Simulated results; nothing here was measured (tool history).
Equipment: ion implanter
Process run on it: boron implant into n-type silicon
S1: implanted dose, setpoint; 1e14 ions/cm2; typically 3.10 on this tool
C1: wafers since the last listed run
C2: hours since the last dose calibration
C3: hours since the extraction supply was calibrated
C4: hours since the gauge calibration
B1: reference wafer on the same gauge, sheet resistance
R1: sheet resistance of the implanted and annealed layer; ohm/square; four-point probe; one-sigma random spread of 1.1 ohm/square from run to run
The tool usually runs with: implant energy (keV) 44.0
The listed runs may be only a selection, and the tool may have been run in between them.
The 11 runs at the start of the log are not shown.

{"run": 12, "hour": 140.6, "S1": 3.1, "implant energy (keV)": 44.0, "C1": 201, "C2": 823.2, "C3": 2833.1, "C4": 222.6, "B1": 242.81, "R1": 287.02}
{"run": 13, "hour": 148.6, "S1": 3.1, "implant energy (keV)": 44.0, "C1": 164, "C2": 831.2, "C3": 2841.1, "C4": 230.6, "B1": 242.88, "R1": 286.49}
{"run": 14, "hour": 157.0, "S1": 3.61, "implant energy (keV)": 44.0, "C1": 172, "C2": 839.6, "C3": 2849.5, "C4": 239.0, "B1": 243.16, "R1": 251.03}
{"run": 15, "hour": 168.0, "S1": 3.1, "implant energy (keV)": 44.0, "C1": 226, "C2": 850.6, "C3": 2860.5, "C4": 250.0, "B1": 243.21, "R1": 285.84}
{"run": 16, "hour": 182.8, "S1": 3.55, "implant energy (keV)": 35.0, "C1": 304, "C2": 865.4, "C3": 2875.3, "C4": 264.8, "B1": 242.99, "R1": 262.24}
{"run": 17, "hour": 192.5, "S1": 3.1, "implant energy (keV)": 44.0, "C1": 199, "C2": 875.1, "C3": 2885.0, "C4": 274.5, "B1": 243.1, "R1": 285.82}
{"run": 18, "hour": 210.4, "S1": 3.4, "implant energy (keV)": 38.5, "C1": 368, "C2": 893.0, "C3": 2902.9, "C4": 292.4, "B1": 243.07, "R1": 266.8}
{"run": 19, "hour": 219.0, "S1": 3.1, "implant energy (keV)": 44.0, "C1": 177, "C2": 901.6, "C3": 2911.5, "C4": 301.0, "B1": 242.96, "R1": 285.31}
{"run": 20, "hour": 226.1, "S1": 3.54, "implant energy (keV)": 44.0, "C1": 146, "C2": 908.7, "C3": 2918.6, "C4": 308.1, "B1": 243.01, "R1": 256.88}
{"run": 21, "hour": 233.8, "S1": 2.4, "implant energy (keV)": 59.0, "C1": 158, "C2": 916.4, "C3": 2926.3, "C4": 315.8, "B1": 242.97, "R1": 338.25}
{"run": 22, "hour": 242.4, "S1": 3.1, "implant energy (keV)": 44.0, "C1": 177, "C2": 925.0, "C3": 2934.9, "C4": 324.4, "B1": 242.82, "R1": 283.93}
{"hour": 254.9, "done": "gauge calibrated"}
{"run": 23, "hour": 255.3, "S1": 3.8, "implant energy (keV)": 33.0, "C1": 265, "C2": 937.9, "C3": 2947.8, "C4": 0.4, "B1": 243.38, "R1": 248.98}
{"run": 24, "hour": 269.4, "S1": 3.36, "implant energy (keV)": 54.5, "C1": 290, "C2": 952.0, "C3": 2961.9, "C4": 14.5, "B1": 242.98, "R1": 258.86}
{"hour": 315.6, "done": "extraction supply calibrated"}
{"run": 25, "hour": 316.4, "S1": 3.66, "implant energy (keV)": 52.0, "C1": 802, "C2": 999.0, "C3": 0.8, "C4": 61.5, "B1": 243.12, "R1": 241.97}
{"hour": 333.1, "done": "Faraday cup replaced and dose calibrated"}
{"run": 26, "hour": 333.6, "S1": 2.35, "implant energy (keV)": 49.5, "C1": 189, "C2": 0.5, "C3": 18.0, "C4": 78.7, "B1": 242.82, "R1": 359.06}
{"run": 27, "hour": 335.9, "S1": 3.1, "implant energy (keV)": 44.0, "C1": 47, "C2": 2.8, "C3": 20.3, "C4": 81.0, "B1": 243.1, "R1": 290.01}
{"run": 28, "hour": 350.0, "S1": 2.49, "implant energy (keV)": 55.5, "C1": 290, "C2": 16.9, "C3": 34.4, "C4": 95.1, "B1": 243.23, "R1": 336.04}
{"run": 29, "hour": 382.0, "S1": 2.77, "implant energy (keV)": 33.5, "C1": 658, "C2": 48.9, "C3": 66.4, "C4": 127.1, "B1": 242.96, "R1": 329.29}
{"run": 30, "hour": 395.6, "S1": 3.1, "implant energy (keV)": 50.5, "C1": 279, "C2": 62.5, "C3": 80.0, "C4": 140.7, "B1": 242.8, "R1": 285.97}
{"run": 31, "hour": 409.8, "S1": 2.79, "implant energy (keV)": 55.5, "C1": 292, "C2": 76.7, "C3": 94.2, "C4": 154.9, "B1": 242.8, "R1": 308.11}
{"run": 32, "hour": 427.5, "S1": 3.46, "implant energy (keV)": 35.0, "C1": 364, "C2": 94.4, "C3": 111.9, "C4": 172.6, "B1": 242.98, "R1": 272.13}
{"run": 33, "hour": 442.7, "S1": 3.7, "implant energy (keV)": 29.5, "C1": 312, "C2": 109.6, "C3": 127.1, "C4": 187.8, "B1": 243.16, "R1": 263.72}
{"run": 34, "hour": 456.7, "S1": 3.72, "implant energy (keV)": 51.0, "C1": 288, "C2": 123.6, "C3": 141.1, "C4": 201.8, "B1": 243.07, "R1": 246.41}
{"run": 35, "hour": 483.6, "S1": 2.4, "implant energy (keV)": 59.0, "C1": 553, "C2": 150.5, "C3": 168.0, "C4": 228.7, "B1": 243.23, "R1": 342.17}
{"run": 36, "hour": 492.5, "S1": 2.83, "implant energy (keV)": 38.5, "C1": 183, "C2": 159.4, "C3": 176.9, "C4": 237.6, "B1": 243.29, "R1": 315.54}

5 ways to go on from here, each from the tool as it stands after run 36. What would each give?
{"run": "A", "hour": 492.9, "S1": 3.1, "implant energy (keV)": 29.0, "C1": 8, "C2": 159.8, "C3": 177.3, "C4": 238.0, "B1": "?", "R1": "?"}
{"run": "B", "hour": 492.9, "S1": 3.49, "implant energy (keV)": 57.0, "C1": 8, "C2": 159.8, "C3": 177.3, "C4": 238.0, "B1": "?", "R1": "?"}
{"run": "C", "hour": 492.9, "S1": 3.1, "implant energy (keV)": 52.5, "C1": 8, "C2": 159.8, "C3": 177.3, "C4": 238.0, "B1": "?", "R1": "?"}
{"run": "D", "hour": 492.9, "S1": 3.59, "implant energy (keV)": 35.0, "C1": 8, "C2": 159.8, "C3": 177.3, "C4": 238.0, "B1": "?", "R1": "?"}
{"run": "E", "hour": 492.9, "S1": 3.68, "implant energy (keV)": 37.0, "C1": 8, "C2": 159.8, "C3": 177.3, "C4": 238.0, "B1": "?", "R1": "?"}

run=A B1=243.16 R1=303.27
run=B B1=243.16 R1=254.95
run=C B1=243.16 R1=283.46
run=D B1=243.16 R1=263.30
run=E B1=243.16 R1=256.38
Take away the tool's hidden state, keep each run's random variation, and the runs would have read:
run=A R1=306.24
run=B R1=257.41
run=C R1=286.19
run=D R1=265.91
run=E R1=258.93
